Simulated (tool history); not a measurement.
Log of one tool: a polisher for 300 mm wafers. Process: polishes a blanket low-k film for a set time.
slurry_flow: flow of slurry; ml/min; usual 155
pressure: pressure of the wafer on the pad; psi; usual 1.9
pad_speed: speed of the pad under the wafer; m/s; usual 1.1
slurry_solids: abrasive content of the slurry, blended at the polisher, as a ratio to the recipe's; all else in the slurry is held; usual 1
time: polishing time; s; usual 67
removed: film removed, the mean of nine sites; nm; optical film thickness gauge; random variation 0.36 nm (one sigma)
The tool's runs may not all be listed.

run,hour,slurry_flow,pressure,pad_speed,slurry_solids,time,wafers since the last listed run,wafers polished on this pad,hours since the slurry nozzle was cleaned,hours since the head pressure was calibrated,hours since the slurry blender was calibrated,hours since the conditioning disc was replaced,"incoming thickness of the incoming film, nm",removed
1,0,155,1.9,0.98,1,67,0,2136,29.5,597.6,111,134.8,635.9,28
2,49.6,155,1.9,0.98,1,67,341,2478,79.1,647.2,160.6,184.4,630.1,28.2
# hour 81.4: head pressure recalibrated
3,104.4,115,1.9,1.1,1,67,364,2842,133.9,23,215.4,239.2,637,27.7
# hour 111.3: worn pad replaced by a new one
4,132.9,115,1.9,1.1,1,67,168,148,162.4,51.5,243.9,267.7,620.7,27.4
5,184.6,155,1.9,1.1,1,67,356,505,214.1,103.2,295.6,319.4,620.4,27.5
6,218.6,155,1.9,1.1,1,67,234,739,248.1,137.2,329.6,353.4,630.1,28
# hour 221.2: conditioning disc replaced and pad reconditioned
7,244.5,155,1.9,1.1,1,67,164,904,274,163.1,355.5,23.3,625.9,27.7
# hour 304: slurry blender recalibrated
8,309.2,155,1.9,1.1,1,67,432,1336,338.7,227.8,5.2,88,628.8,30.1
9,376.7,155,2.4,1.1,1,84,465,1802,406.2,295.3,72.7,155.5,628.2,47.3
# hour 403.7: slurry nozzle cleaned
10,412.1,155,1.9,1.1,1,67,237,2039,8.4,330.7,108.1,190.9,635.3,30
11,449.6,155,1.9,1.1,1,67,258,2297,45.9,368.2,145.6,228.4,627.7,29.2
# hour 526.7: worn pad replaced by a new one
# hour 635: conditioning disc replaced and pad reconditioned
# hour 647.6: slurry blender recalibrated
12,656.3,155,1.9,1.1,1,67,1369,866,252.6,574.9,8.7,21.3,633.5,30.5
13,699.5,155,1.9,1.1,1,75,297,1164,295.8,618.1,51.9,64.5,628.8,34.2
14,726.9,155,1.9,1.1,1,67,188,1353,323.2,645.5,79.3,91.9,626.4,30.4
# hour 772: head pressure recalibrated
15,775,180,1.9,1.1,1,86,317,1670,371.3,3,127.4,140,628.5,39.2
16,800.3,155,1.9,1.1,1,45,174,1845,396.6,28.3,152.7,165.3,628.8,19.7
# hour 855.2: slurry nozzle cleaned
# hour 910.7: worn pad replaced by a new one
17,973.4,155,1.9,1.34,0.7,67,1159,432,118.2,201.4,325.8,338.4,633,27.5
18,1066.7,155,1.6,1.1,1,51,643,1075,211.5,294.7,419.1,431.7,626.2,16.9
# hour 1082.2: conditioning disc replaced and pad reconditioned
# hour 1092: slurry blender recalibrated
19,1108.2,155,1.9,1.1,1,86,258,1333,253,336.2,16.2,26,629.8,38.8
20,1158.2,185,1.9,0.86,1,54,344,1678,303,386.2,66.2,76,637.6,22.2
21,1200.2,155,1.9,1.1,1,87,289,1968,345,428.2,108.2,118,627.7,39.2
22,1269.6,155,1.9,1.1,1,67,478,2446,414.4,497.6,177.6,187.4,625.2,29.2
# hour 1274.6: slurry nozzle cleaned
23,1300.4,180,1.3,1.1,1,67,205,2652,25.8,528.4,208.4,218.2,624,20.5
# hour 1339.6: head pressure recalibrated
# hour 1344.9: worn pad replaced by a new one
24,1349.7,155,1.9,0.92,1,67,298,32,75.1,10.1,257.7,267.5,622.9,26
25,1400.8,155,1.9,1.1,0.75,67,352,385,126.2,61.2,308.8,318.6,630.6,25
26,1440.8,155,1.5,1.1,1,48,275,661,166.2,101.2,348.8,358.6,627.1,15.6

Forecast each of these 3 alternatives for the next run:
A,1441.2,155,1.9,0.74,1,67,2,663,166.6,101.6,349.2,359,637.8,?
B,1441.2,155,2.2,1.1,1,67,2,663,166.6,101.6,349.2,359,637.8,?
C,1441.2,155,2.6,0.72,1,58,2,663,166.6,101.6,349.2,359,637.8,?

run,removed
A,22.5
B,31.5
C,26.3
Without the tool's hidden state the same runs would have given:
run,removed
A,25.4
B,35.6
C,29.8
